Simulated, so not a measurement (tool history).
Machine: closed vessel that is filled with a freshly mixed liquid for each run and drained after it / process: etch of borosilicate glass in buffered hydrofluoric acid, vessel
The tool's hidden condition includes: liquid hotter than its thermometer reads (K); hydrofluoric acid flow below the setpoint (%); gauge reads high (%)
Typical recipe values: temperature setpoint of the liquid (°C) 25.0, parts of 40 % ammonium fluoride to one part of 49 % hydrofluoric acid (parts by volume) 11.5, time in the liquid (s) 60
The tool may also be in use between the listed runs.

run   hour  temperature setpoint of the liquid (°C)  parts of 40 % ammonium fluoride to one part of 49 % hydrofluoric acid (parts by volume)  time in the liquid (s)  wafers since the last listed run  hours since the thermometer was replaced  hours since the hydrofluoric acid flow meter was replaced  hours since the gauge calibration  read-back film thickness of the borosilicate glass reference wafer, read on the same gauge (nm)  thickness taken off the borosilicate glass on a monitor wafer (nm)
  1    0.0                                     25.0                                                                                     11.5                      60                                 0                                     926.7                                                     1160.1                              219.4                                                                                            59.95                                                               72.87
  2    7.1                                     25.0                                                                                     14.5                      60                               675                                     933.8                                                     1167.2                              226.5                                                                                            59.99                                                               57.54
  3   18.5                                     25.0                                                                                     14.5                      60                              1084                                     945.2                                                     1178.6                              237.9                                                                                            60.01                                                               57.53
  4   28.7                                     25.0                                                                                     14.5                      60                               969                                     955.4                                                     1188.8                              248.1                                                                                            60.03                                                               57.39
  5   35.0                                     25.0                                                                                     11.5                      60                               599                                     961.7                                                     1195.1                              254.4                                                                                            59.98                                                               72.13
  6   51.3                                     25.0                                                                                     11.5                      60                              1549                                     978.0                                                     1211.4                              270.7                                                                                            60.01                                                               72.20
  7   65.4                                     25.0                                                                                     11.5                      60                              1340                                     992.1                                                     1225.5                              284.8                                                                                            60.03                                                               72.37
  8   78.6                                     25.0                                                                                     11.5                      60                              1255                                    1005.3                                                     1238.7                              298.0                                                                                            60.02                                                               72.54
  9   96.2                                     25.0                                                                                     11.5                      60                              1673                                    1022.9                                                     1256.3                              315.6                                                                                            60.03                                                               72.12
 10  104.2                                     25.0                                                                                     11.5                      60                               760                                    1030.9                                                     1264.3                              323.6                                                                                            60.00                                                               72.18
 11  119.8                                     25.0                                                                                     11.5                      60                              1483                                    1046.5                                                     1279.9                              339.2                                                                                            60.01                                                               72.64
 12  130.9                                     25.0                                                                                     11.5                      60                              1055                                    1057.6                                                     1291.0                              350.3                                                                                            60.02                                                               72.38
     141.1  -- hydrofluoric acid flow meter replaced
 13  144.1                                     25.0                                                                                     11.5                      60                              1160                                    1070.8                                                        3.0                              363.5                                                                                            59.98                                                               81.77
 14  156.7                                     25.0                                                                                     11.5                      60                              1198                                    1083.4                                                       15.6                              376.1                                                                                            60.00                                                               81.42
 15  166.9                                     25.0                                                                                     11.5                      60                               969                                    1093.6                                                       25.8                              386.3                                                                                            60.01                                                               81.69
 16  178.4                                     23.0                                                                                     15.5                      30                              1093                                    1105.1                                                       37.3                              397.8                                                                                            59.95                                                               27.37
 17  187.0                                     25.0                                                                                     11.5                      60                               817                                    1113.7                                                       45.9                              406.4                                                                                            60.02                                                               82.19
 18  202.0                                     25.0                                                                                     11.5                      60                              1426                                    1128.7                                                       60.9                              421.4                                                                                            60.00                                                               82.21
 19  211.2                                     28.0                                                                                     13.5                      90                               874                                    1137.9                                                       70.1                              430.6                                                                                            59.94                                                              123.19
     223.7  -- thermometer replaced
 20  226.1                                     22.0                                                                                     11.5                      50                              1321                                       2.4                                                       85.0                              445.5                                                                                            60.00                                                               53.37
 21  236.4                                     23.5                                                                                     10.0                      80                               979                                      12.7                                                       95.3                              455.8                                                                                            59.97                                                              105.54
 22  250.5                                     23.0                                                                                      8.5                      60                              1340                                      26.8                                                      109.4                              469.9                                                                                            60.02                                                               88.20
 23  259.0                                     25.0                                                                                     11.5                      50                               808                                      35.3                                                      117.9                              478.4                                                                                            59.94                                                               61.73
     275.7  -- gauge calibrated
 24  307.4                                     25.0                                                                                     11.5                      60                              4602                                      83.7                                                      166.3                               31.7                                                                                            59.98                                                               74.39
 25  324.3                                     25.0                                                                                     11.5                      60                              1607                                     100.6                                                      183.2                               48.6                                                                                            59.99                                                               74.91
 26  337.4                                     23.0                                                                                     10.0                      30                              1245                                     113.7                                                      196.3                               61.7                                                                                            59.95                                                               38.43
 27  348.0                                     20.5                                                                                     11.5                      85                              1007                                     124.3                                                      206.9                               72.3                                                                                            60.05                                                               83.16
 28  360.9                                     25.0                                                                                     11.5                      60                              1226                                     137.2                                                      219.8                               85.2                                                                                            60.00                                                               74.63
 29  371.1                                     26.5                                                                                     15.5                      95                               969                                     147.4                                                      230.0                               95.4                                                                                            60.02                                                               94.83
 30  384.1                                     25.0                                                                                     15.5                      60                              1236                                     160.4                                                      243.0                              108.4                                                                                            59.97                                                               55.51
 31  394.5                                     25.0                                                                                     11.5                      60                               988                                     170.8                                                      253.4                              118.8                                                                                            60.00                                                               74.55
 32  400.7                                     30.0                                                                                      9.0                      45                               589                                     177.0                                                      259.6                              125.0                                                                                            59.98                                                               90.25

Forecast each of these 5 alternatives for the next run:
  A  401.4                                     25.0                                                                                     11.5                      60                                66                                     177.7                                                      260.3                              125.7                                                                                                ?                                                                   ?
  B  401.4                                     29.5                                                                                     11.5                      60                                66                                     177.7                                                      260.3                              125.7                                                                                                ?                                                                   ?
  C  401.4                                     20.5                                                                                      9.5                      85                                66                                     177.7                                                      260.3                              125.7                                                                                                ?                                                                   ?
  D  401.4                                     21.0                                                                                      7.0                      40                                66                                     177.7                                                      260.3                              125.7                                                                                                ?                                                                   ?
  E  401.4                                     22.0                                                                                     13.0                      45                                66                                     177.7                                                      260.3                              125.7                                                                                                ?                                                                   ?

run  read-back film thickness of the borosilicate glass reference wafer, read on the same gauge (nm)  thickness taken off the borosilicate glass on a monitor wafer (nm)
  A                                                                                            60.02                                                               74.81
  B                                                                                            60.02                                                               94.68
  C                                                                                            60.02                                                              100.02
  D                                                                                            60.02                                                               64.97
  E                                                                                            60.02                                                               42.33
Take away the tool's hidden state, keep each run's random variation, and the runs would have read:
run  thickness taken off the borosilicate glass on a monitor wafer (nm)
  A                                                               75.24
  B                                                               95.30
  C                                                               99.25
  D                                                               65.61
  E                                                               42.55
